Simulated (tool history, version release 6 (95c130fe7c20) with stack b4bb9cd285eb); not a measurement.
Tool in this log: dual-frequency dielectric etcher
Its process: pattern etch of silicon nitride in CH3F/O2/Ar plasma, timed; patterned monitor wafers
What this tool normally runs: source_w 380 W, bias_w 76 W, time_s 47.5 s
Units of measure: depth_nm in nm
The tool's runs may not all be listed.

run,hour,source_w,bias_w,time_s,wafers since the last listed run,hours since the last wet clean,hours since the last source power generator calibration,hours since the last bias power generator calibration,hours since the last upper electrode change,hours since the gauge calibration,"read-back reference wafer on the same gauge, depth_nm",depth_nm
1,0.0,380,85,47.5,0,103.8,2931.8,1567.7,4740.4,534.7,29.90,33.44
2,26.2,380,76,47.5,267,130.0,2958.0,1593.9,4766.6,560.9,29.90,31.87
# hour 46.3: source power generator calibrated
# hour 66.8: upper electrode replaced
3,67.3,380,76,47.5,169,171.1,21.0,1635.0,0.5,602.0,29.90,31.78
4,93.3,380,76,47.5,265,197.1,47.0,1661.0,26.5,628.0,29.89,31.81
5,116.6,380,76,47.5,237,220.4,70.3,1684.3,49.8,651.3,29.91,31.76
6,137.2,380,76,47.5,210,241.0,90.9,1704.9,70.4,671.9,29.87,31.95
7,150.3,430,67,47.5,133,254.1,104.0,1718.0,83.5,685.0,29.92,31.23
8,172.2,430,67,47.5,223,276.0,125.9,1739.9,105.4,706.9,29.90,31.20
9,203.5,430,67,47.5,319,307.3,157.2,1771.2,136.7,738.2,29.90,31.33
10,226.0,380,92,47.5,229,329.8,179.7,1793.7,159.2,760.7,29.88,33.90
# hour 261.7: wet clean of the chamber
# hour 264.0: bias power generator calibrated
11,264.5,380,93,47.5,124,2.8,218.2,0.5,197.7,799.2,29.89,34.39
12,264.8,380,76,47.5,3,3.1,218.5,0.8,198.0,799.5,29.90,32.06
13,294.0,380,76,47.5,297,32.3,247.7,30.0,227.2,828.7,29.89,32.02
14,314.1,410,91,47.5,204,52.4,267.8,50.1,247.3,848.8,29.88,34.48
15,329.1,330,76,34.5,152,67.4,282.8,65.1,262.3,863.8,29.89,22.41
16,359.5,340,76,47.5,309,97.8,313.2,95.5,292.7,894.2,29.92,31.11

What does the tool deliver on the next run?
17,382.6,440,66,53.5,235,120.9,336.3,118.6,315.8,917.3,?,?

read-back reference wafer on the same gauge, depth_nm: 29.91
depth_nm: 35.53 nm
With no hidden state in the tool, this same run would have given depth_nm 35.82 nm.
